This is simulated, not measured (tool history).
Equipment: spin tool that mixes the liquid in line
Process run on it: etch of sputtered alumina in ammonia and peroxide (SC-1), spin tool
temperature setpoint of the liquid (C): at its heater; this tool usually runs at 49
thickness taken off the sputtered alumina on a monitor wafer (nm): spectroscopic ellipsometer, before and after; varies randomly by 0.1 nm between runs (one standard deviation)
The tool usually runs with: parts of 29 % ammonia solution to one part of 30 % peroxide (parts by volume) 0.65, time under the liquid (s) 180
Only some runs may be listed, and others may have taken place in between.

run	day	temperature setpoint of the liquid (C)	parts of 29 % ammonia solution to one part of 30 % peroxide (parts by volume)	time under the liquid (s)	read-back film thickness of the sputtered alumina reference wafer, read on the same gauge (nm)	thickness taken off the sputtered alumina on a monitor wafer (nm)
1	0	56	0.65	180	60	18.99
2	1.671	44	0.65	180	59.98	9.8
3	4.504	49	0.65	180	59.97	13.04
4	7.1	49	0.65	180	60.04	12.87
# day 9.529: heated supply line repaired
5	10.054	49	0.65	180	59.99	12.84
6	12.096	44.5	0.65	225	60.02	12.54
# day 12.6: new drum of ammonia solution connected
# day 14.179: gauge calibrated
7	14.388	43.5	0.5	110	60	5.65
8	16.65	49	0.65	180	60	13.2
# day 17.196: thermometer replaced
9	18.296	49	0.65	180	59.97	12.89
10	20.733	49	0.55	260	59.99	18.57
11	22.771	55.5	0.85	180	59.99	18.84
12	24.771	56	0.65	180	59.98	18.9
# day 26.417: ammonia flow meter replaced
13	27.642	43.5	0.95	215	59.99	11.74
14	29.008	49	0.85	240	60	17.7
15	30.575	49	0.65	180	60	12.97
16	31.912	54.5	0.9	215	60.02	21.33
17	33.921	49	0.35	285	59.97	19.36
18	35.496	49	0.65	180	60.01	13.09
19	37.717	57	0.55	100	60.03	10.91
20	39.433	41.5	0.4	130	60	5.74
21	41.488	40.5	0.65	85	59.98	3.79
22	45.992	49	0.4	80	59.99	5.47
23	47.925	43.5	0.95	215	60.02	11.74
24	49.9	40	0.75	125	59.99	5.48

Predict each of these 5 candidate next runs independently; none follows another, all start after run 24:
A	49.921	49	0.8	180	?	?
B	49.921	49	0.65	85	?	?
C	49.921	58.5	0.75	180	?	?
D	49.921	49	0.4	180	?	?
E	49.921	51.5	0.65	180	?	?

run	read-back film thickness of the sputtered alumina reference wafer, read on the same gauge (nm)	thickness taken off the sputtered alumina on a monitor wafer (nm)
A	60.02	13.2
B	60.02	6.11
C	60.02	21.82
D	60.02	12.36
E	60.02	14.84
Stripped of hidden state, with their random variation kept, the same runs would have yielded:
run	thickness taken off the sputtered alumina on a monitor wafer (nm)
A	13.2
B	6.11
C	21.82
D	12.36
E	14.84
